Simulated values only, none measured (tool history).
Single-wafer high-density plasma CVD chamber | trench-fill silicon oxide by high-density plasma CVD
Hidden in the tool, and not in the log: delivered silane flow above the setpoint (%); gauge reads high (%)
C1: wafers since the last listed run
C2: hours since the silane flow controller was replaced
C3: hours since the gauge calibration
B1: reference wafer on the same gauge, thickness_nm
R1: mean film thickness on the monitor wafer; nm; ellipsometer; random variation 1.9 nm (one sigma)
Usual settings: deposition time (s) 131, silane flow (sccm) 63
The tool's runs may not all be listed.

Run 1, hour 0.0: usual settings; C1 0; C2 3976.8; C3 295.1; B1 913.997. Result: R1 815.811 nm.
Run 2, hour 39.6: usual settings but deposition time (s) 122; C1 327; C2 4016.4; C3 334.7; B1 914.933. Result: R1 757.492 nm.
Run 3, hour 100.1: usual settings but deposition time (s) 122; C1 500; C2 4076.9; C3 395.2; B1 914.066. Result: R1 757.126 nm.
Run 4, hour 166.8: usual settings; C1 552; C2 4143.6; C3 461.9; B1 913.515. Result: R1 814.423 nm.
Run 5, hour 196.2: usual settings; C1 243; C2 4173.0; C3 491.3; B1 913.893. Result: R1 812.934 nm.
Run 6, hour 264.3: usual settings; C1 563; C2 4241.1; C3 559.4; B1 913.516. Result: R1 817.736 nm.
Run 7, hour 323.5: usual settings but silane flow (sccm) 58; C1 489; C2 4300.3; C3 618.6; B1 913.573. Result: R1 746.658 nm.
Run 8, hour 391.0: usual settings but silane flow (sccm) 58; C1 558; C2 4367.8; C3 686.1; B1 913.698. Result: R1 752.505 nm.
Run 9, hour 444.2: usual settings but silane flow (sccm) 55; C1 440; C2 4421.0; C3 739.3; B1 913.128. Result: R1 711.654 nm.
Run 10, hour 480.5: usual settings but deposition time (s) 142; C1 300; C2 4457.3; C3 775.6; B1 914.097. Result: R1 883.621 nm.
Run 11, hour 505.9: usual settings but deposition time (s) 142; C1 210; C2 4482.7; C3 801.0; B1 914.432. Result: R1 883.897 nm.
At hour 528.9: gauge calibrated.
Run 12, hour 537.0: usual settings; C1 257; C2 4513.8; C3 8.1; B1 914.622. Result: R1 814.528 nm.
Run 13, hour 585.4: usual settings; C1 400; C2 4562.2; C3 56.5; B1 914.190. Result: R1 817.059 nm.
Run 14, hour 656.3: usual settings; C1 586; C2 4633.1; C3 127.4; B1 914.680. Result: R1 814.088 nm.
Run 15, hour 692.0: usual settings but silane flow (sccm) 51; C1 295; C2 4668.8; C3 163.1; B1 914.410. Result: R1 656.620 nm.
Run 16, hour 727.1: usual settings but silane flow (sccm) 74; C1 290; C2 4703.9; C3 198.2; B1 913.367. Result: R1 956.841 nm.
At hour 762.5: silane flow controller replaced.
Run 17, hour 790.4: usual settings but deposition time (s) 157, silane flow (sccm) 75; C1 457; C2 27.9; C3 261.5; B1 914.782. Result: R1 1091.041 nm.
Run 18, hour 831.3: usual settings but deposition time (s) 109, silane flow (sccm) 51; C1 338; C2 68.8; C3 302.4; B1 913.962. Result: R1 518.787 nm.
Run 19, hour 891.4: usual settings; C1 497; C2 128.9; C3 362.5; B1 913.590. Result: R1 768.977 nm.
Run 20, hour 938.4: usual settings but deposition time (s) 116; C1 389; C2 175.9; C3 409.5; B1 914.357. Result: R1 680.920 nm.
Run 21, hour 1016.5: usual settings but deposition time (s) 144, silane flow (sccm) 67; C1 646; C2 254.0; C3 487.6; B1 914.562. Result: R1 901.298 nm.
Run 22, hour 1048.5: usual settings but deposition time (s) 116, silane flow (sccm) 55; C1 264; C2 286.0; C3 519.6; B1 914.814. Result: R1 598.454 nm.

4 ways to go on from here, each from the tool as it stands after run 22. What would each give?
Run A, hour 1048.9: usual settings but deposition time (s) 121; C1 3; C2 286.4; C3 520.0; B1 ?. Result: R1 ?.
Run B, hour 1048.9: usual settings but deposition time (s) 141, silane flow (sccm) 67; C1 3; C2 286.4; C3 520.0; B1 ?. Result: R1 ?.
Run C, hour 1048.9: usual settings but deposition time (s) 121, silane flow (sccm) 75; C1 3; C2 286.4; C3 520.0; B1 ?. Result: R1 ?.
Run D, hour 1048.9: usual settings but deposition time (s) 112, silane flow (sccm) 69; C1 3; C2 286.4; C3 520.0; B1 ?. Result: R1 ?.

run       B1       R1
  A  914.607  711.630
  B  914.607  881.906
  C  914.607  847.179
  D  914.607  721.432
Without the tool's hidden state the same runs would have given:
run       R1
  A  706.158
  B  875.125
  C  840.665
  D  715.885
